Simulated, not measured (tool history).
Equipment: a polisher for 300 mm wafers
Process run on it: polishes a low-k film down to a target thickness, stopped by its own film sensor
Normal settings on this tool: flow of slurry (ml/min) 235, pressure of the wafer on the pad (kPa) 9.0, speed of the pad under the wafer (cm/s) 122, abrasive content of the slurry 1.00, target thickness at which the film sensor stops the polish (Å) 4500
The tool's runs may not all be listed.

run,day,flow of slurry (ml/min),pressure of the wafer on the pad (kPa),speed of the pad under the wafer (cm/s),abrasive content of the slurry,target thickness at which the film sensor stops the polish (Å),wafers since the last listed run,wafers polished on this pad,hours since the slurry nozzle was cleaned,hours since the head pressure was calibrated,hours since the slurry blender was calibrated,hours since the conditioning disc was replaced,"incoming thickness of the incoming film, nm",time until the film sensor stopped the polish (s)
1,0.000,235,9.0,122,1.00,4500,0,147,84.8,77.4,214.5,159.9,471.5,66.8
2,1.329,235,9.0,122,1.00,4500,395,542,116.7,109.3,246.4,191.8,474.8,78.7
3,1.962,235,9.0,122,1.00,4500,188,731,131.9,124.5,261.6,207.0,464.4,46.9
4,5.317,235,9.0,122,1.00,4500,997,1728,212.4,205.0,342.1,287.5,472.8,76.2
# day 6.825: worn pad replaced by a new one
# day 6.883: slurry nozzle cleaned
# day 8.075: conditioning disc replaced and pad reconditioned
5,8.500,235,9.0,122,1.00,4500,859,461,38.8,281.4,418.5,10.2,468.2,54.8
6,9.604,235,9.0,122,1.00,4500,328,789,65.3,307.9,445.0,36.7,464.1,43.3
# day 10.025: slurry blender recalibrated
7,11.004,235,9.0,122,1.00,4500,391,1181,98.9,341.5,23.5,70.3,465.8,50.1
8,12.296,235,9.0,122,1.00,4500,384,1565,129.9,372.5,54.5,101.3,459.3,29.0
9,13.138,235,9.0,122,1.00,4500,250,1815,150.1,392.7,74.7,121.5,473.7,75.6
# day 13.725: worn pad replaced by a new one
10,14.117,235,8.3,122,1.00,4500,241,116,173.6,416.2,98.2,145.0,464.0,48.6
11,14.758,215,9.0,88,1.20,4550,190,307,189.0,431.6,113.6,160.4,472.9,70.0
# day 14.921: head pressure recalibrated
12,16.004,235,10.3,122,1.00,4500,345,652,218.9,26.0,143.5,190.3,466.9,48.3
13,16.667,280,6.2,122,1.00,4480,196,849,234.8,41.9,159.4,206.2,474.8,121.0
# day 17.075: slurry nozzle cleaned
14,17.675,235,10.3,122,0.85,4500,287,1137,14.4,66.1,183.6,230.4,472.2,63.1
15,18.692,280,9.0,104,0.90,4550,302,1439,38.8,90.5,208.0,254.8,467.6,45.4
16,20.038,235,5.5,122,1.10,4500,400,1839,71.1,122.8,240.3,287.1,471.1,103.2
17,20.671,260,10.3,122,0.90,4560,188,2028,86.3,138.0,255.5,302.3,477.5,62.2
18,21.208,255,9.0,122,1.00,4500,159,2187,99.2,150.9,268.4,315.2,477.0,86.0
# day 21.396: conditioning disc replaced and pad reconditioned
19,21.979,235,9.0,122,1.00,4500,204,2392,117.7,169.4,286.9,14.0,467.7,53.6
# day 22.292: worn pad replaced by a new one
20,22.562,295,9.0,122,1.00,4500,123,80,131.7,183.4,300.9,28.0,468.8,56.8
21,23.346,295,9.0,122,1.00,4500,232,313,150.5,202.2,319.7,46.8,471.9,65.4
22,24.392,235,9.0,122,1.00,4500,310,624,175.6,227.3,344.8,71.9,464.3,44.0
# day 25.838: slurry nozzle cleaned
# day 28.238: slurry blender recalibrated
# day 28.921: worn pad replaced by a new one
23,28.942,235,9.0,122,1.00,4500,1265,5,74.5,336.5,16.9,181.1,478.3,88.2
24,29.771,235,11.7,122,1.00,4500,246,252,94.4,356.4,36.8,201.0,470.3,50.2
25,30.617,195,9.0,122,1.00,4500,251,503,114.7,376.7,57.1,221.3,462.0,39.7
26,31.646,235,9.0,152,1.00,4500,305,809,139.4,401.4,81.8,246.0,464.7,41.1

Take each entry between the runs: how does the hidden state at the last listed run before it differ from the hidden state at the first listed run after it?
From run 4 to run 5: worn pad replaced by a new one (day 6.825); slurry nozzle cleaned (day 6.883); conditioning disc replaced and pad reconditioned (day 8.075)
  slurry flow missing at the pad, %: 40.5 -> 17.2; time polished since the conditioner stopped cutting, s: 205 -> 47.3
  what was measured, less what the result would be without the hidden state, time until the film sensor stopped the polish (s): +10.9 -> +2.3
From run 6 to run 7: slurry blender recalibrated (day 10.025)
  slurry flow missing at the pad, %: 23.8 -> 29.6; time polished since the conditioner stopped cutting, s: 65.7 -> 88.9
  what was measured, less what the result would be without the hidden state, time until the film sensor stopped the polish (s): +2.6 -> +4.0
From run 9 to run 10: worn pad replaced by a new one (day 13.725)
  slurry flow missing at the pad, %: 34.6 -> 36; time polished since the conditioner stopped cutting, s: 124 -> 141
  what was measured, less what the result would be without the hidden state, time until the film sensor stopped the polish (s): +7.8 -> +5.3
From run 11 to run 12: head pressure recalibrated (day 14.921)
  slurry flow missing at the pad, %: 36.7 -> 37.7; time polished since the conditioner stopped cutting, s: 151 -> 172
  what was measured, less what the result would be without the hidden state, time until the film sensor stopped the polish (s): +7.9 -> +6.4
From run 13 to run 14: slurry nozzle cleaned (day 17.075)
  slurry flow missing at the pad, %: 38.1 -> 6.81; time polished since the conditioner stopped cutting, s: 183 -> 200
  what was measured, less what the result would be without the hidden state, time until the film sensor stopped the polish (s): +12.7 -> +4.9
From run 18 to run 19: conditioning disc replaced and pad reconditioned (day 21.396)
  slurry flow missing at the pad, %: 27.9 -> 30.1; time polished since the conditioner stopped cutting, s: 258 -> 24.7
  what was measured, less what the result would be without the hidden state, time until the film sensor stopped the polish (s): +10.2 -> +3.4
From run 19 to run 20: worn pad replaced by a new one (day 22.292)
  slurry flow missing at the pad, %: 30.1 -> 31.4; time polished since the conditioner stopped cutting, s: 24.7 -> 34.4
  what was measured, less what the result would be without the hidden state, time until the film sensor stopped the polish (s): +3.4 -> +3.2
From run 22 to run 23: slurry nozzle cleaned (day 25.838); slurry blender recalibrated (day 28.238); worn pad replaced by a new one (day 28.921)
  slurry flow missing at the pad, %: 34.4 -> 25.5; time polished since the conditioner stopped cutting, s: 64.8 -> 140
  what was measured, less what the result would be without the hidden state, time until the film sensor stopped the polish (s): +3.8 -> +7.5
